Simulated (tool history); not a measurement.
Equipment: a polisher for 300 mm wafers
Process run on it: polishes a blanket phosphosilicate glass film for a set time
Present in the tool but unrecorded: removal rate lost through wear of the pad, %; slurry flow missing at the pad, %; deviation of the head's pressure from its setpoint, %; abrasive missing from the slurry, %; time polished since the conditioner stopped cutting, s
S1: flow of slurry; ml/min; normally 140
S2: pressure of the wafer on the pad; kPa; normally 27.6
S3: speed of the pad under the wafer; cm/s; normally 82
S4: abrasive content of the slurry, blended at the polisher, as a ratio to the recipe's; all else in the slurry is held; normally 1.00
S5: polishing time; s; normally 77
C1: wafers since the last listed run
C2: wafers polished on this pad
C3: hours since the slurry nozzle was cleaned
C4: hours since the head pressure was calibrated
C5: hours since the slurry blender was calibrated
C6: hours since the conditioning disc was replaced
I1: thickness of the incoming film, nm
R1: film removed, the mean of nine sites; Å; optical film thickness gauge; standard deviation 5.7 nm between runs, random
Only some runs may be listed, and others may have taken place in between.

run,hour,S1,S2,S3,S4,S5,C1,C2,C3,C4,C5,C6,I1,R1
1,0.0,140,27.6,82,1.00,77,0,90,261.7,1164.1,99.5,437.2,3119.9,5274
2,12.1,140,27.6,82,1.00,77,72,162,273.8,1176.2,111.6,449.3,3046.2,5373
3,25.5,140,27.6,82,1.00,77,80,242,287.2,1189.6,125.0,462.7,3074.5,5304
4,32.9,140,27.6,82,1.00,77,44,287,294.6,1197.0,132.4,470.1,3087.3,5273
# hour 37.2: slurry blender recalibrated
5,48.0,155,27.6,82,1.00,77,78,365,309.7,1212.1,10.8,485.2,3089.6,5336
6,58.5,155,27.6,82,1.00,77,62,428,320.2,1222.6,21.3,495.7,3071.1,5269
7,66.8,140,27.6,82,1.00,77,49,478,328.5,1230.9,29.6,504.0,3070.9,5297
8,77.5,140,27.6,82,1.00,77,64,542,339.2,1241.6,40.3,514.7,3031.5,5198
# hour 83.1: worn pad replaced by a new one
9,91.5,140,25.5,82,1.10,77,59,50,353.2,1255.6,54.3,528.7,3051.9,4960
# hour 111.6: head pressure recalibrated
10,130.0,140,27.6,82,1.00,58,218,268,391.7,18.4,92.8,567.2,3086.9,3868
11,141.9,110,27.6,82,1.00,98,71,340,403.6,30.3,104.7,579.1,3119.6,6247
# hour 148.8: slurry nozzle cleaned
12,150.8,140,19.3,82,1.00,77,47,387,2.0,39.2,113.6,588.0,3071.2,3684
# hour 160.0: slurry blender recalibrated
13,166.7,140,24.8,82,0.80,100,83,470,17.9,55.1,6.7,603.9,3032.4,5553
14,174.0,140,27.6,56,1.00,51,43,514,25.2,62.4,14.0,611.2,3117.6,2563
15,184.7,95,22.8,82,0.80,60,64,578,35.9,73.1,24.7,621.9,3091.8,2871
# hour 189.9: conditioning disc replaced and pad reconditioned
16,193.9,140,27.6,82,1.00,77,43,621,45.1,82.3,33.9,4.0,3100.9,6161
# hour 202.1: worn pad replaced by a new one
17,208.4,140,27.6,82,1.00,77,62,37,59.6,96.8,48.4,18.5,3066.5,6001
18,216.6,140,21.4,56,1.00,77,49,86,67.8,105.0,56.6,26.7,3086.0,3447
19,234.3,140,27.6,82,1.00,64,106,192,85.5,122.7,74.3,44.4,3086.9,5042
20,249.9,160,19.3,70,1.00,77,93,286,101.1,138.3,89.9,60.0,3071.8,3833
21,260.9,100,33.8,82,0.70,60,65,352,112.1,149.3,100.9,71.0,3013.5,4782
22,268.9,140,18.6,104,0.70,84,47,400,120.1,157.3,108.9,79.0,3038.9,4740

Predict each of these 3 candidate next runs independently; none follows another, all start after run 22:
A,269.3,140,27.6,82,1.00,77,2,402,120.5,157.7,109.3,79.4,3027.9,?
B,269.3,140,22.8,70,1.25,52,2,402,120.5,157.7,109.3,79.4,3027.9,?
C,269.3,110,21.4,92,1.00,77,2,402,120.5,157.7,109.3,79.4,3027.9,?

run,R1
A,6039
B,3201
C,4942
Take away the tool's hidden state, keep each run's random variation, and the runs would have read:
run,R1
A,6127
B,3235
C,5006
